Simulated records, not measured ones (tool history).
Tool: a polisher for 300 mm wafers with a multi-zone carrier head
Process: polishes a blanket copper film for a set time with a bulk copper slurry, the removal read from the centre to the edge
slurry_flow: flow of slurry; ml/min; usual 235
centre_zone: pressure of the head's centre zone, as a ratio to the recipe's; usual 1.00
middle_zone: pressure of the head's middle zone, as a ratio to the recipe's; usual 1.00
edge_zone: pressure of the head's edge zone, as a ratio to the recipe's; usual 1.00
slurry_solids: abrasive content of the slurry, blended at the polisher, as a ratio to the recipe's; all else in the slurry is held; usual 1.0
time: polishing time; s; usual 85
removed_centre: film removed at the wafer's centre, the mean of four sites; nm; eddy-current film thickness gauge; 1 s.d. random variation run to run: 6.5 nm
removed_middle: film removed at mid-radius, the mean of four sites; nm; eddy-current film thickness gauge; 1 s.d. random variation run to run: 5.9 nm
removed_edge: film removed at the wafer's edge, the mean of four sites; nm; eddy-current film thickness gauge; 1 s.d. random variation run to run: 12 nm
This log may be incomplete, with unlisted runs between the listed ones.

run   hour  slurry_flow  centre_zone  middle_zone  edge_zone  slurry_solids  time  incoming thickness of the incoming film, nm  removed_centre  removed_middle  removed_edge
  1    0.0          235         1.00         1.00       1.07            1.0    85                                       3375.7           922.7           938.3         933.6
  2   16.3          235         1.00         1.00       1.07            1.0    85                                       3394.7           908.0           941.1         958.7
      24.2  -- carrier head's membrane replaced by a new one
  3   24.7          235         1.00         1.00       1.00            1.0    62                                       3363.7           663.1           691.8         671.4
  4   35.7          235         1.00         1.00       1.00            1.0    85                                       3357.2           901.2           935.3         893.2
  5   69.4          235         1.00         1.00       1.00            1.0    85                                       3355.2           894.0           925.0         895.0
  6   83.4          235         1.09         1.00       0.96            0.9    85                                       3372.2           930.8           894.9         852.4
  7   93.5          200         0.91         1.00       1.00            1.3    85                                       3325.3           841.9           949.8         929.9
     101.0  -- centre zone pressure recalibrated
  8  103.5          235         0.93         0.96       1.00            1.2    85                                       3325.8           877.4           916.0         887.9
     106.6  -- edge zone pressure recalibrated
     116.3  -- worn pad replaced by a new one
  9  116.8          310         1.09         1.04       1.00            1.0    85                                       3327.7          1014.7          1026.3         948.0
 10  129.7          235         1.00         1.00       1.12            1.0    77                                       3396.0           832.8           854.4         865.1

Estimate the outcome of run 11 from the log above:
 11  139.1          295         1.00         1.11       1.12            1.0    85                                       3383.0               ?               ?             ?

removed_centre: 950.1 nm
removed_middle: 1067.4 nm
removed_edge: 971.8 nm
Take away the tool's hidden state, keep the run-to-run variation as it was, and the same run would have given removed_centre 951.1 nm, removed_middle 1068.5 nm, removed_edge 972.8 nm.
